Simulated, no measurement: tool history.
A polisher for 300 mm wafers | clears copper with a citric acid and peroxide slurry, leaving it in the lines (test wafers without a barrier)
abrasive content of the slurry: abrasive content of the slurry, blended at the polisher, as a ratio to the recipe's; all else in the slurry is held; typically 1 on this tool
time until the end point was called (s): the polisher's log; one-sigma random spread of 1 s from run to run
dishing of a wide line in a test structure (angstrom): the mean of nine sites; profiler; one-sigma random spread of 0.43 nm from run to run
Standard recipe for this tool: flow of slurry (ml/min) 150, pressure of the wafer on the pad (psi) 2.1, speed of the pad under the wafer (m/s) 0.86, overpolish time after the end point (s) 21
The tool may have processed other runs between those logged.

run	hour	flow of slurry (ml/min)	pressure of the wafer on the pad (psi)	speed of the pad under the wafer (m/s)	abrasive content of the slurry	overpolish time after the end point (s)	wafers since the last listed run	wafers polished on this pad	hours since the slurry nozzle was cleaned	hours since the head pressure was calibrated	hours since the slurry blender was calibrated	incoming thickness of the incoming film, nm	time until the end point was called (s)	dishing of a wide line in a test structure (angstrom)
1	0	150	2.1	0.74	0.85	21	0	740	324.6	417.9	56.2	115.2	111.7	167
2	44.2	150	2.1	0.74	0.85	21	224	964	368.8	462.1	100.4	115.4	112	162
3	81.7	165	2.1	0.72	1	21	190	1155	406.3	499.6	137.9	115	107.4	168
# hour 105.8: worn pad replaced by a new one
4	119.2	165	2.1	0.72	1	21	169	67	443.8	537.1	175.4	115.7	101.4	177
5	178.4	150	2.1	0.86	1	21	300	367	503	596.3	234.6	115.2	91.1	192
6	231.9	150	2.1	0.86	1	21	271	639	556.5	649.8	288.1	113.2	90.9	189
7	263.3	150	2.1	0.86	1	21	159	798	587.9	681.2	319.5	116.7	96.1	187
8	308.9	150	2.1	0.86	0.85	21	231	1029	633.5	726.8	365.1	114.7	99.7	183
# hour 344.7: slurry nozzle cleaned
# hour 349.9: worn pad replaced by a new one
9	368.9	150	2.1	0.86	1	21	278	96	24.2	786.8	425.1	112.3	87.7	203
# hour 388.2: slurry blender recalibrated
10	422.7	150	2.1	0.86	1	21	262	359	78	840.6	34.5	113.5	90.3	196
11	461.7	150	2.1	0.86	1	21	197	556	117	879.6	73.5	115.2	94.2	193
12	523.1	150	2.1	0.86	1	21	311	868	178.4	941	134.9	114.7	92.7	191
13	585.7	150	2.1	0.86	1	21	317	1185	241	1003.6	197.5	114.3	93.4	183
# hour 631.5: worn pad replaced by a new one
# hour 652.8: head pressure recalibrated
14	656.1	150	2.1	0.86	0.75	21	326	114	311.4	3.3	267.9	114.6	97.3	185
15	686	150	2.7	0.76	1.2	21	151	266	341.3	33.2	297.8	117.1	75.7	232
16	747.6	150	2.1	1.02	1.3	21	312	578	402.9	94.8	359.4	114.9	76.5	234
17	773.7	150	2.1	0.86	1	21	132	710	429	120.9	385.5	115.4	94.2	199
18	818.4	150	2.1	0.94	1	29	226	937	473.7	165.6	430.2	116.6	89.6	273
# hour 862.1: slurry blender recalibrated
19	869.2	150	2.1	0.86	1	21	247	1184	524.5	216.4	7.1	115	94.1	194
20	893.5	150	2.1	0.86	1	21	123	1308	548.8	240.7	31.4	117.1	99.3	186
# hour 920: slurry nozzle cleaned
# hour 928.4: worn pad replaced by a new one
21	962.2	150	2.1	0.86	1	31	322	171	42.2	309.4	100.1	114.5	88.6	292
22	1022.5	185	2.1	0.86	1	21	305	477	102.5	369.7	160.4	116.2	90.3	200
23	1087.9	150	2.7	0.86	0.85	21	331	808	167.9	435.1	225.8	116.7	76	229
24	1122.3	105	1.7	0.86	1	21	174	983	202.3	469.5	260.2	115.2	123.2	145
# hour 1181.9: worn pad replaced by a new one
25	1185.8	150	2.1	0.86	1	21	301	19	265.8	533	323.7	114.4	86.2	202
26	1217.7	150	2.1	0.86	1	21	161	181	297.7	564.9	355.6	113.7	87.3	206
27	1257.5	150	2.1	0.64	1	21	201	383	337.5	604.7	395.4	113.1	113.4	164

Each run again, without the hidden state but with its own random variation kept:
The tool's hidden condition here consists of: removal rate lost through wear of the pad, %; slurry flow missing at the pad, %; deviation of the head's pressure from its setpoint, %; abrasive missing from the slurry, %.
run	time until the end point was called (s)	dishing of a wide line in a test structure (angstrom)
1	103.3	179
2	102.9	175
3	98.3	183
4	99	181
5	85.6	204
6	84	204
7	88.2	202
8	90.9	199
9	85.8	207
10	85.5	206
11	87.9	206
12	85.5	206
13	85.6	198
14	94.3	190
15	72	243
16	71	251
17	86.9	214
18	82.1	295
19	85.8	212
20	90.3	203
21	86.1	300
22	85.1	211
23	70.5	245
24	113.7	156
25	85.5	203
26	84.4	213
27	107.4	173
